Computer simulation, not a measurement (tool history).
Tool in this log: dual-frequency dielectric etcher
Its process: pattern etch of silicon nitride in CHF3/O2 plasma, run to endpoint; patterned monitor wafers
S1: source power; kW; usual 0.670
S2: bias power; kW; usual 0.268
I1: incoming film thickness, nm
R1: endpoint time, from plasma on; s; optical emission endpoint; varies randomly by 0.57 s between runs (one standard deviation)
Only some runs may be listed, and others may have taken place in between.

Run 1, day 0.000: usual settings; I1 107.4. Result: R1 63.3 s.
Run 2, day 1.896: usual settings; I1 107.8. Result: R1 64.8 s.
Run 3, day 3.388: usual settings; I1 107.6. Result: R1 65.5 s.
Run 4, day 4.575: usual settings; I1 108.0. Result: R1 65.4 s.
At day 6.871: wet clean of the chamber.
Run 5, day 6.892: usual settings; I1 107.2. Result: R1 63.5 s.
Run 6, day 8.683: usual settings; I1 107.9. Result: R1 65.1 s.
Run 7, day 9.746: usual settings; I1 108.4. Result: R1 65.2 s.
Run 8, day 12.238: usual settings; I1 107.5. Result: R1 64.6 s.
Run 9, day 13.254: usual settings; I1 107.3. Result: R1 64.2 s.
Run 10, day 15.825: usual settings; I1 108.4. Result: R1 65.4 s.
Run 11, day 17.546: usual settings; I1 107.9. Result: R1 65.7 s.
Run 12, day 19.583: usual settings; I1 107.7. Result: R1 65.5 s.
At day 22.750: wet clean of the chamber.
Run 13, day 22.771: usual settings; I1 108.2. Result: R1 67.7 s.
At day 24.546: upper electrode replaced.
Run 14, day 24.567: usual settings; I1 107.5. Result: R1 67.0 s.
At day 25.933: bias power generator calibrated.
Run 15, day 26.196: usual settings; I1 106.6. Result: R1 66.3 s.
Run 16, day 28.908: usual settings; I1 107.5. Result: R1 66.3 s.
Run 17, day 30.462: usual settings; I1 107.2. Result: R1 68.6 s.
Run 18, day 32.304: usual settings; I1 108.0. Result: R1 68.0 s.
Run 19, day 33.567: usual settings but S1 0.510 kW, S2 0.289 kW; I1 106.2. Result: R1 72.8 s.
Run 20, day 36.238: usual settings but S1 0.550 kW, S2 0.243 kW; I1 107.6. Result: R1 73.3 s.
At day 37.529: wet clean of the chamber, repeated, since the last time left the tool worse.
At day 37.667: source power generator calibrated.
Run 21, day 37.892: usual settings but S1 0.810 kW; I1 107.2. Result: R1 59.5 s.
Run 22, day 39.171: usual settings; I1 107.1. Result: R1 63.0 s.
Run 23, day 42.046: usual settings but S1 0.610 kW, S2 0.286 kW; I1 107.5. Result: R1 65.4 s.
Run 24, day 45.800: usual settings but S1 0.800 kW, S2 0.243 kW; I1 107.4. Result: R1 61.7 s.
Run 25, day 46.829: usual settings but S2 0.292 kW; I1 107.1. Result: R1 63.7 s.
Run 26, day 48.404: usual settings but S1 0.750 kW, S2 0.322 kW; I1 107.5. Result: R1 59.5 s.
Run 27, day 50.554: usual settings; I1 106.9. Result: R1 65.9 s.
At day 53.900: wet clean of the chamber.
Run 28, day 53.921: usual settings but S1 0.560 kW, S2 0.329 kW; I1 107.6. Result: R1 63.3 s.
Run 29, day 56.071: usual settings but S2 0.296 kW; I1 107.2. Result: R1 61.0 s.
Run 30, day 58.408: usual settings; I1 107.6. Result: R1 63.3 s.
Run 31, day 60.433: usual settings but S1 0.540 kW, S2 0.331 kW; I1 107.0. Result: R1 65.2 s.
Run 32, day 61.850: usual settings but S1 0.540 kW, S2 0.317 kW; I1 107.9. Result: R1 67.6 s.
Run 33, day 64.146: usual settings; I1 107.1. Result: R1 65.0 s.

Consider 5 possible next runs. They are alternatives, not a sequence: every one starts from the tool as it was left by run 33. What does each give?
Run A, day 64.162: usual settings; I1 108.1. Result: R1 ?.
Run B, day 64.162: usual settings but S2 0.206 kW; I1 108.1. Result: R1 ?.
Run C, day 64.162: usual settings but S1 0.520 kW, S2 0.243 kW; I1 108.1. Result: R1 ?.
Run D, day 64.162: usual settings but S1 0.780 kW; I1 108.1. Result: R1 ?.
Run E, day 64.162: usual settings but S1 0.780 kW, S2 0.299 kW; I1 108.1. Result: R1 ?.

run    R1
  A  64.6
  B  68.5
  C  72.8
  D  61.0
  E  59.4
Without the tool's unlogged condition, the same runs would have read:
run    R1
  A  63.9
  B  67.7
  C  72.0
  D  60.3
  E  58.7
